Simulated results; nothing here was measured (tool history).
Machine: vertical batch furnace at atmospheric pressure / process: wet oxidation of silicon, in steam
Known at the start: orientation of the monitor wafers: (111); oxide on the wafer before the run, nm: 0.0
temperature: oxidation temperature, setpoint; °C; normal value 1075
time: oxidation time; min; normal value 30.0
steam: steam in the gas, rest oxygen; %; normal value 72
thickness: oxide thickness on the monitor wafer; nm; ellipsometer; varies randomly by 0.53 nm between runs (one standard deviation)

| run | day | temperature | time | steam | read-back reference wafer on the same gauge, thickness | thickness |
|---|---|---|---|---|---|---|
| 1 | 0.000 | 1075 | 26.0 | 72 | 392.04 | 318.79 |
| 2 | 1.208 | 1075 | 26.0 | 72 | 391.98 | 318.59 |
| 3 | 2.429 | 1075 | 30.0 | 72 | 392.02 | 345.42 |
| 4 | 3.500 | 1075 | 30.0 | 72 | 391.97 | 346.59 |
| 5 | 4.396 | 1075 | 30.0 | 72 | 392.04 | 345.62 |
| 6 | 5.454 | 1075 | 30.0 | 72 | 391.96 | 345.47 |
| 7 | 6.212 | 1075 | 30.0 | 72 | 392.09 | 347.15 |
| 8 | 7.171 | 1075 | 19.0 | 72 | 392.14 | 265.25 |
| 9 | 8.538 | 1075 | 19.0 | 72 | 391.87 | 265.16 |
| 10 | 9.433 | 1075 | 30.0 | 72 | 391.91 | 346.80 |
| 11 | 10.758 | 1075 | 30.0 | 72 | 392.10 | 346.21 |
|  | 10.800 | gauge calibrated |
| 12 | 11.738 | 1065 | 30.0 | 72 | 391.88 | 330.70 |
| 13 | 12.533 | 1065 | 30.0 | 72 | 392.07 | 331.16 |
| 14 | 13.533 | 1065 | 30.0 | 72 | 392.00 | 330.93 |
| 15 | 14.442 | 1075 | 30.0 | 72 | 392.01 | 346.28 |
| 16 | 15.871 | 1075 | 30.0 | 72 | 391.97 | 345.92 |
|  | 19.812 | steam generator serviced |
| 17 | 19.833 | 1075 | 30.0 | 72 | 392.01 | 363.60 |
| 18 | 20.467 | 1075 | 30.0 | 72 | 392.04 | 363.21 |
|  | 22.142 | thermocouples replaced and temperature profile calibrated |
| 19 | 22.162 | 1063 | 22.5 | 67 | 392.07 | 271.18 |
| 20 | 22.975 | 1087 | 44.0 | 79 | 391.98 | 484.96 |
| 21 | 24.083 | 1075 | 30.0 | 72 | 392.07 | 354.20 |
| 22 | 24.654 | 1059 | 30.0 | 77 | 392.03 | 341.89 |
| 23 | 25.604 | 1089 | 43.5 | 77 | 391.89 | 478.07 |
| 24 | 26.775 | 1075 | 30.0 | 72 | 391.89 | 353.55 |
| 25 | 27.388 | 1075 | 21.0 | 72 | 392.05 | 287.22 |
| 26 | 28.750 | 1075 | 30.0 | 72 | 391.94 | 353.65 |
| 27 | 29.933 | 1100 | 19.5 | 83 | 391.97 | 331.47 |
| 28 | 31.008 | 1094 | 38.5 | 80 | 392.03 | 463.32 |
| 29 | 31.792 | 1075 | 30.0 | 72 | 392.08 | 352.68 |
| 30 | 32.712 | 1075 | 41.5 | 78 | 392.10 | 443.03 |
| 31 | 33.738 | 1075 | 30.0 | 72 | 392.05 | 350.64 |
| 32 | 34.350 | 1054 | 17.0 | 82 | 392.15 | 244.46 |
| 33 | 35.842 | 1075 | 36.0 | 79 | 391.99 | 411.58 |
| 34 | 36.454 | 1096 | 30.0 | 72 | 391.95 | 383.14 |
| 35 | 37.333 | 1075 | 16.5 | 72 | 392.08 | 247.74 |
| 36 | 38.004 | 1075 | 37.0 | 77 | 391.97 | 410.61 |
| 37 | 38.988 | 1083 | 43.5 | 81 | 392.04 | 477.96 |
| 38 | 40.308 | 1075 | 30.0 | 64 | 391.88 | 327.93 |

Below are 4 alternative next runs, each starting from the tool's condition after run 38. Predict each:
| A | 40.500 | 1075 | 22.0 | 72 | ? | ? |
| B | 40.500 | 1075 | 30.0 | 61 | ? | ? |
| C | 40.500 | 1075 | 30.0 | 60 | ? | ? |
| D | 40.500 | 1087 | 38.0 | 72 | ? | ? |

| run | read-back reference wafer on the same gauge, thickness | thickness |
|---|---|---|
| A | 391.91 | 292.97 |
| B | 391.91 | 318.75 |
| C | 391.91 | 315.70 |
| D | 391.91 | 421.03 |
With the hidden condition removed and each run's random variation left untouched, the same runs would have given:
| run | thickness |
|---|---|
| A | 296.58 |
| B | 322.71 |
| C | 319.62 |
| D | 426.56 |

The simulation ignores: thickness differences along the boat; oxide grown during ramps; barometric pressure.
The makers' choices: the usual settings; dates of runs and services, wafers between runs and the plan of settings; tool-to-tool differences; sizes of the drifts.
